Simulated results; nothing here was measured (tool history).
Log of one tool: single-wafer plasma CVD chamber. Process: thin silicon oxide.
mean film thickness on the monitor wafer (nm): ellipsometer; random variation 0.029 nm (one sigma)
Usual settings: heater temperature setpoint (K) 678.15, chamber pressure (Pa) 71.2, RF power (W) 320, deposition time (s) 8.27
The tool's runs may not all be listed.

run   hour  heater temperature setpoint (K)  chamber pressure (Pa)  RF power (W)  deposition time (s)  wafers since the last listed run  hours since the last thermocouple change  hours since the last RF generator calibration  hours since the last manometer calibration  hours since the showerhead was replaced  hours since the gauge calibration  read-back reference wafer on the same gauge, thickness_nm  mean film thickness on the monitor wafer (nm)
  1      0                           678.15                   71.2           320                 8.27                                 0                                    1069.1                                         1817.5                                      1770.4                                     8094                              368.1                                                      9.184                                         10.164
  2   17.8                           678.15                   71.2           320                 8.27                               675                                    1086.9                                         1835.3                                      1788.2                                   8111.8                              385.9                                                      9.177                                         10.169
  3   27.6                           678.15                   71.2           320                 8.27                               371                                    1096.7                                         1845.1                                        1798                                   8121.6                              395.7                                                      9.182                                         10.214
      39.5  -- RF generator calibrated
  4     40                           678.15                   71.2           320                 8.27                               166                                    1109.1                                            0.5                                      1810.4                                     8134                              408.1                                                      9.178                                         10.743
  5   48.1                           678.15                   71.2           320                 8.27                               307                                    1117.2                                            8.6                                      1818.5                                   8142.1                              416.2                                                      9.185                                         10.783
  6   59.9                           678.15                   71.2           295                 9.45                               447                                      1129                                           20.4                                      1830.3                                   8153.9                                428                                                      9.181                                         11.694
  7   68.1                           678.15                   71.2           320                 8.27                               311                                    1137.2                                           28.6                                      1838.5                                   8162.1                              436.2                                                      9.184                                         10.822
  8   84.7                           678.15                   71.2           320                 8.27                               629                                    1153.8                                           45.2                                      1855.1                                   8178.7                              452.8                                                      9.175                                         10.817
       100  -- capacitance manometer re-zeroed and calibrated
  9  100.5                           687.15                   63.5           380                 7.64                               295                                    1169.6                                             61                                         0.5                                   8194.5                              468.6                                                      9.182                                          9.068
 10  108.6                           678.15                   71.2           320                 7.83                               307                                    1177.7                                           69.1                                         8.6                                   8202.6                              476.7                                                      9.177                                          9.534
 11  116.8                           678.15                   79.7           300                 8.27                               311                                    1185.9                                           77.3                                        16.8                                   8210.8                              484.9                                                      9.185                                         10.853
     131.5  -- showerhead replaced
 12    132                           678.15                   53.9           340                 8.27                               273                                    1201.1                                           92.5                                          32                                      0.5                              500.1                                                      9.182                                          7.936
 13  136.1                           678.15                   55.5           320                 8.27                               155                                    1205.2                                           96.6                                        36.1                                      4.6                              504.2                                                      9.177                                          7.858
 14    143                           670.15                   71.2           320                 8.27                               261                                    1212.1                                          103.5                                          43                                     11.5                              511.1                                                      9.176                                           10.2
 15  160.1                           678.15                   86.5           260                 8.91                               648                                    1229.2                                          120.6                                        60.1                                     28.6                              528.2                                                      9.183                                         11.431
 16  170.3                           678.15                   71.2           345                 8.27                               387                                    1239.4                                          130.8                                        70.3                                     38.8                              538.4                                                      9.185                                         10.618
 17  179.7                           678.15                   71.2           360                 8.27                               356                                    1248.8                                          140.2                                        79.7                                     48.2                              547.8                                                      9.183                                         10.855
 18  195.3                           671.15                   71.2           320                 8.27                               591                                    1264.4                                          155.8                                        95.3                                     63.8                              563.4                                                      9.178                                         10.249
     207.9  -- thermocouple changed; heater temperature recalibrated
 19  209.7                           690.15                   58.1           340                 9.45                               242                                       1.8                                          170.2                                       109.7                                     78.2                              577.8                                                      9.172                                          9.756
       215  -- gauge calibrated
 20  219.3                           678.15                   57.7           350                 9.28                               364                                      11.4                                          179.8                                       119.3                                     87.8                                4.3                                                      9.184                                          9.816
 21  234.8                           669.15                   60.5           290                 9.03                               588                                      26.9                                          195.3                                       134.8                                    103.3                               19.8                                                      9.177                                          8.953
 22  247.8                           672.15                   86.1           370                 6.66                               493                                      39.9                                          208.3                                       147.8                                    116.3                               32.8                                                      9.177                                         10.875
 23  258.8                           683.15                   82.7           320                  9.5                               417                                      50.9                                          219.3                                       158.8                                    127.3                               43.8                                                      9.187                                         13.621
 24  267.8                           678.15                   71.2           320                 8.27                               341                                      59.9                                          228.3                                       167.8                                    136.3                               52.8                                                       9.17                                         10.248
 25  284.8                           670.15                   71.2           320                 7.61                               645                                      76.9                                          245.3                                       184.8                                    153.3                               69.8                                                      9.184                                            9.5
 26  291.5                           678.15                   71.2           320                 8.27                               254                                      83.6                                            252                                       191.5                                      160                               76.5                                                      9.181                                          10.35
 27  309.3                           678.15                   71.2           320                 8.27                               675                                     101.4                                          269.8                                       209.3                                    177.8                               94.3                                                      9.181                                         10.339
 28    325                           669.15                   60.5           290                 9.03                               595                                     117.1                                          285.5                                         225                                    193.5                                110                                                      9.175                                           9.06
 29  333.9                           674.15                   71.2           320                 8.27                               337                                       126                                          294.4                                       233.9                                    202.4                              118.9                                                      9.183                                           10.3

Forecast each of these 4 alternatives for the next run:
  A  334.3                           678.15                   71.2           320                 8.27                                15                                     126.4                                          294.8                                       234.3                                    202.8                              119.3                                                          ?                                              ?
  B  334.3                           670.15                   62.9           320                 8.27                                15                                     126.4                                          294.8                                       234.3                                    202.8                              119.3                                                          ?                                              ?
  C  334.3                           678.15                   71.2           320                  9.8                                15                                     126.4                                          294.8                                       234.3                                    202.8                              119.3                                                          ?                                              ?
  D  334.3                           663.15                   71.2           300                 8.27                                15                                     126.4                                          294.8                                       234.3                                    202.8                              119.3                                                          ?                                              ?

run  read-back reference wafer on the same gauge, thickness_nm  mean film thickness on the monitor wafer (nm)
  A                                                       9.18                                         10.335
  B                                                       9.18                                          9.197
  C                                                       9.18                                         12.241
  D                                                       9.18                                          10.02
Without the tool's hidden state the same runs would have given:
run  mean film thickness on the monitor wafer (nm)
  A                                         10.005
  B                                          8.903
  C                                          11.85
  D                                          9.701

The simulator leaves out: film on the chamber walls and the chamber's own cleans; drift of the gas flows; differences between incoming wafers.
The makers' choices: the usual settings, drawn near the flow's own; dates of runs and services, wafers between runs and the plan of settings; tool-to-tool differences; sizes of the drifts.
